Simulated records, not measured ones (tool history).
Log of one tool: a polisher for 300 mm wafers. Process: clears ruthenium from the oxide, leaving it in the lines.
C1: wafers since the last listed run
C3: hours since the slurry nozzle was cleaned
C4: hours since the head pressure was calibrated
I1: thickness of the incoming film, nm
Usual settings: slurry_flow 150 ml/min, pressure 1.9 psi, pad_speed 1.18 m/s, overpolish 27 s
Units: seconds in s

Run 1, hour 0.0: usual settings but overpolish 35 s; C1 0; wafers polished on this pad 184; C3 297.5; C4 873.9; I1 170.2. Result: seconds 184.4 s.
Run 2, hour 54.8: usual settings but overpolish 35 s; C1 284; wafers polished on this pad 469; C3 352.3; C4 928.7; I1 170.5. Result: seconds 183.2 s.
Run 3, hour 160.5: usual settings; C1 549; wafers polished on this pad 1019; C3 458.0; C4 1034.4; I1 171.2. Result: seconds 193.3 s.
Run 4, hour 218.0: usual settings; C1 299; wafers polished on this pad 1318; C3 515.5; C4 1091.9; I1 167.5. Result: seconds 201.6 s.
Run 5, hour 245.7: usual settings; C1 144; wafers polished on this pad 1462; C3 543.2; C4 1119.6; I1 170.9. Result: seconds 208.3 s.
At hour 287.7: slurry nozzle cleaned.
At hour 302.3: worn pad replaced by a new one.
Run 6, hour 312.8: usual settings; C1 322; wafers polished on this pad 54; C3 25.1; C4 1186.7; I1 168.8. Result: seconds 183.9 s.
Run 7, hour 364.3: usual settings but slurry_flow 140 ml/min; C1 267; wafers polished on this pad 322; C3 76.6; C4 1238.2; I1 168.5. Result: seconds 185.7 s.
Run 8, hour 407.1: usual settings but slurry_flow 140 ml/min; C1 222; wafers polished on this pad 545; C3 119.4; C4 1281.0; I1 172.0. Result: seconds 196.4 s.
Run 9, hour 458.6: usual settings but slurry_flow 140 ml/min; C1 267; wafers polished on this pad 813; C3 170.9; C4 1332.5; I1 169.8. Result: seconds 191.1 s.
At hour 465.4: head pressure recalibrated.
Run 10, hour 523.9: usual settings; C1 329; wafers polished on this pad 1142; C3 236.2; C4 58.5; I1 170.5. Result: seconds 207.2 s.
Run 11, hour 579.8: usual settings; C1 290; wafers polished on this pad 1432; C3 292.1; C4 114.4; I1 171.2. Result: seconds 206.2 s.
At hour 584.6: worn pad replaced by a new one.
Run 12, hour 611.2: usual settings; C1 142; wafers polished on this pad 138; C3 323.5; C4 145.8; I1 168.1. Result: seconds 181.6 s.
Run 13, hour 818.2: usual settings; C1 1076; wafers polished on this pad 1215; C3 530.5; C4 352.8; I1 169.2. Result: seconds 197.6 s.
Run 14, hour 887.7: usual settings but pressure 1.4 psi; C1 361; wafers polished on this pad 1576; C3 600.0; C4 422.3; I1 166.6. Result: seconds 288.3 s.
At hour 907.2: worn pad replaced by a new one.
Run 15, hour 953.7: usual settings but pressure 2.1 psi, pad_speed 1.58 m/s; C1 322; wafers polished on this pad 241; C3 666.0; C4 488.3; I1 170.5. Result: seconds 130.0 s.
Run 16, hour 991.1: usual settings but slurry_flow 110 ml/min; C1 194; wafers polished on this pad 436; C3 703.4; C4 525.7; I1 170.3. Result: seconds 201.1 s.
At hour 1000.0: slurry nozzle cleaned.
Run 17, hour 1062.6: usual settings; C1 366; wafers polished on this pad 802; C3 62.6; C4 597.2; I1 171.1. Result: seconds 192.2 s.
Run 18, hour 1124.9: usual settings but pressure 2.5 psi, pad_speed 0.92 m/s; C1 323; wafers polished on this pad 1126; C3 124.9; C4 659.5; I1 168.4. Result: seconds 198.5 s.
Run 19, hour 1175.9: usual settings; C1 265; wafers polished on this pad 1392; C3 175.9; C4 710.5; I1 169.0. Result: seconds 204.9 s.
At hour 1214.0: worn pad replaced by a new one.
Run 20, hour 1220.5: usual settings but slurry_flow 135 ml/min, overpolish 35 s; C1 211; wafers polished on this pad 33; C3 220.5; C4 755.1; I1 169.9. Result: seconds 188.3 s.
Run 21, hour 1251.5: usual settings; C1 161; wafers polished on this pad 194; C3 251.5; C4 786.1; I1 169.0. Result: seconds 185.4 s.
Run 22, hour 1297.5: usual settings; C1 239; wafers polished on this pad 434; C3 297.5; C4 832.1; I1 168.0. Result: seconds 186.3 s.
Run 23, hour 1341.3: usual settings; C1 227; wafers polished on this pad 661; C3 341.3; C4 875.9; I1 168.1. Result: seconds 195.8 s.
Run 24, hour 1391.0: usual settings but slurry_flow 190 ml/min, pressure 1.4 psi, pad_speed 1.58 m/s; C1 258; wafers polished on this pad 920; C3 391.0; C4 925.6; I1 168.5. Result: seconds 183.7 s.
Run 25, hour 1439.6: usual settings but slurry_flow 170 ml/min, pressure 2.3 psi; C1 252; wafers polished on this pad 1173; C3 439.6; C4 974.2; I1 170.6. Result: seconds 161.2 s.
At hour 1496.8: worn pad replaced by a new one.
Run 26, hour 1504.3: usual settings but pad_speed 0.86 m/s; C1 315; wafers polished on this pad 38; C3 504.3; C4 1038.9; I1 171.7. Result: seconds 265.3 s.

4 ways to go on from here, each from the tool as it stands after run 26. What would each give?
Run A, hour 1504.8: usual settings but pressure 2.4 psi; C1 2; wafers polished on this pad 41; C3 504.8; C4 1039.4; I1 171.4. Result: seconds ?.
Run B, hour 1504.8: usual settings but slurry_flow 200 ml/min; C1 2; wafers polished on this pad 41; C3 504.8; C4 1039.4; I1 171.4. Result: seconds ?.
Run C, hour 1504.8: usual settings but pressure 2.2 psi, overpolish 14 s; C1 2; wafers polished on this pad 41; C3 504.8; C4 1039.4; I1 171.4. Result: seconds ?.
Run D, hour 1504.8: usual settings but slurry_flow 105 ml/min, pad_speed 0.78 m/s; C1 2; wafers polished on this pad 41; C3 504.8; C4 1039.4; I1 171.4. Result: seconds ?.

run  seconds
  A    151.2
  B    182.2
  C    164.9
  D    314.3
Without the tool's hidden state the same runs would have given:
run  seconds
  A    146.2
  B    176.2
  C    159.5
  D    304.0
